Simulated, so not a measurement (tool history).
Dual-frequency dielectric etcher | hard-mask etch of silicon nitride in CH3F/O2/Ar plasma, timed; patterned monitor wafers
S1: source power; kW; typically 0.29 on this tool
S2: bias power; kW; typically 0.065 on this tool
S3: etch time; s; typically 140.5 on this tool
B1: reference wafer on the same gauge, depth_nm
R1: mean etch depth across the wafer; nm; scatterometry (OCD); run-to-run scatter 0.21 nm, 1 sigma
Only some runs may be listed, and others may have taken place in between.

run    hour    S1     S2     S3    B1     R1
  1       0  0.29  0.065  165.5    71  102.4
  2    69.4  0.29  0.065  165.5    71  102.4
  3   144.3  0.29  0.077  140.5    71   93.4
  4   251.3  0.25  0.065  140.5  70.9     82
      328.2  -- wet clean of the chamber
  5   339.4  0.31  0.065    115    71     73
  6   384.8  0.31  0.065    115    71   73.1
  7   446.5  0.24  0.073  140.5    71   83.7
  8   499.4  0.29  0.065  140.5    71   87.4
  9   537.4  0.29  0.065  140.5    71   87.7
      813.7  -- bias power generator calibrated
      843.2  -- wet clean of the chamber
 10   854.5  0.29  0.065  140.5    71     91
 11   942.3  0.29  0.065  140.5  71.1   91.1
 12   986.6  0.29  0.065  140.5  71.1   91.2
 13    1032  0.29  0.065  140.5    71   91.6
 14  1118.7  0.29  0.065  140.5    71   91.8
     1155.5  -- source power generator calibrated
     1160.8  -- wet clean of the chamber, repeated, since the last time left the tool worse
 15    1280  0.29  0.065  140.5    71   87.4
 16  1367.3  0.34  0.075    122  71.1   86.3
 17  1417.7  0.29  0.065  140.5    71   87.5
     1445.3  -- upper electrode replaced
 18  1459.1  0.29  0.065  140.5    71     88
 19  1516.4  0.29  0.065    152  71.1   95.5
     1678.5  -- wet clean of the chamber
 20  1784.5  0.23  0.071  113.5    71   65.2
     1830.2  -- gauge calibrated
 21  1859.4  0.33  0.079  140.5    71   99.5
 22  1934.7  0.31   0.06  115.5  71.1   71.8
 23  1973.8  0.23  0.074  105.5    71   62.1
 24  2075.8  0.34  0.053  140.5  70.9   87.7
       2143  -- wet clean of the chamber
 25  2143.5  0.32  0.079  170.5  71.1  118.2
 26  2176.1  0.29  0.065  165.5    71  102.1
 27  2268.8  0.31  0.049    105    71   60.2
 28  2324.4  0.25  0.052  121.5    71   64.7
 29  2425.8  0.31  0.065  140.5  71.1   90.4
 30    2474  0.31  0.065    106    71   68.3

What if the next run were any one of these 3? Each begins from the tool's condition after run 30:
  A  2474.5  0.29  0.072  140.5   ?   ?
  B  2474.5  0.29  0.051  140.5   ?   ?
  C  2474.5  0.29  0.065  154.5   ?   ?

run  B1    R1
  A  71  91.8
  B  71  80.5
  C  71    97
With the hidden condition removed and each run's random variation left untouched, the same runs would have given:
run    R1
  A  89.8
  B  78.8
  C    95
